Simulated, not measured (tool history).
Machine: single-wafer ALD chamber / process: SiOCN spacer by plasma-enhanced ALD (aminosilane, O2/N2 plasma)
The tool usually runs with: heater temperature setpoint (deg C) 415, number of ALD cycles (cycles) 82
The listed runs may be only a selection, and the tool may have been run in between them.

| run | hour | heater temperature setpoint (deg C) | number of ALD cycles (cycles) | wafers since the last listed run | hours since the last thermocouple change | hours since the gauge calibration | read-back reference wafer on the same gauge, thickness_nm | mean film thickness on the monitor wafer (angstrom) |
|---|---|---|---|---|---|---|---|---|
| 1 | 0.0 | 415 | 93 | 0 | 2505.2 | 315.7 | 3.749 | 51.45 |
| 2 | 27.7 | 415 | 93 | 113 | 2532.9 | 343.4 | 3.752 | 51.27 |
| 3 | 52.9 | 415 | 82 | 103 | 2558.1 | 368.6 | 3.751 | 45.23 |
| 4 | 76.9 | 415 | 87 | 98 | 2582.1 | 392.6 | 3.752 | 47.91 |
| 5 | 172.9 | 415 | 87 | 393 | 2678.1 | 488.6 | 3.750 | 48.00 |
|  | 194.2 | thermocouple changed; heater temperature recalibrated |
| 6 | 203.8 | 415 | 87 | 93 | 9.6 | 519.5 | 3.753 | 47.95 |
|  | 221.7 | gauge calibrated |
| 7 | 238.3 | 415 | 76 | 141 | 44.1 | 16.6 | 3.752 | 42.10 |
| 8 | 264.1 | 415 | 72 | 105 | 69.9 | 42.4 | 3.749 | 39.77 |
| 9 | 297.2 | 415 | 89 | 135 | 103.0 | 75.5 | 3.755 | 49.35 |
| 10 | 325.2 | 421 | 87 | 114 | 131.0 | 103.5 | 3.752 | 46.87 |
| 11 | 381.6 | 415 | 82 | 231 | 187.4 | 159.9 | 3.752 | 45.54 |
| 12 | 413.3 | 422 | 82 | 129 | 219.1 | 191.6 | 3.750 | 44.26 |
| 13 | 427.7 | 429 | 88 | 58 | 233.5 | 206.0 | 3.747 | 46.20 |
| 14 | 456.4 | 415 | 82 | 117 | 262.2 | 234.7 | 3.751 | 45.39 |

Predict each of these 4 candidate next runs independently; none follows another, all start after run 14:
| A | 457.0 | 415 | 82 | 2 | 262.8 | 235.3 | ? | ? |
| B | 457.0 | 408 | 95 | 2 | 262.8 | 235.3 | ? | ? |
| C | 457.0 | 415 | 69 | 2 | 262.8 | 235.3 | ? | ? |
| D | 457.0 | 401 | 69 | 2 | 262.8 | 235.3 | ? | ? |

| run | read-back reference wafer on the same gauge, thickness_nm | mean film thickness on the monitor wafer (angstrom) |
|---|---|---|
| A | 3.748 | 45.23 |
| B | 3.748 | 53.72 |
| C | 3.748 | 38.06 |
| D | 3.748 | 39.86 |
Take away the tool's hidden state, keep each run's random variation, and the runs would have read:
| run | mean film thickness on the monitor wafer (angstrom) |
|---|---|
| A | 45.23 |
| B | 53.72 |
| C | 38.06 |
| D | 39.86 |
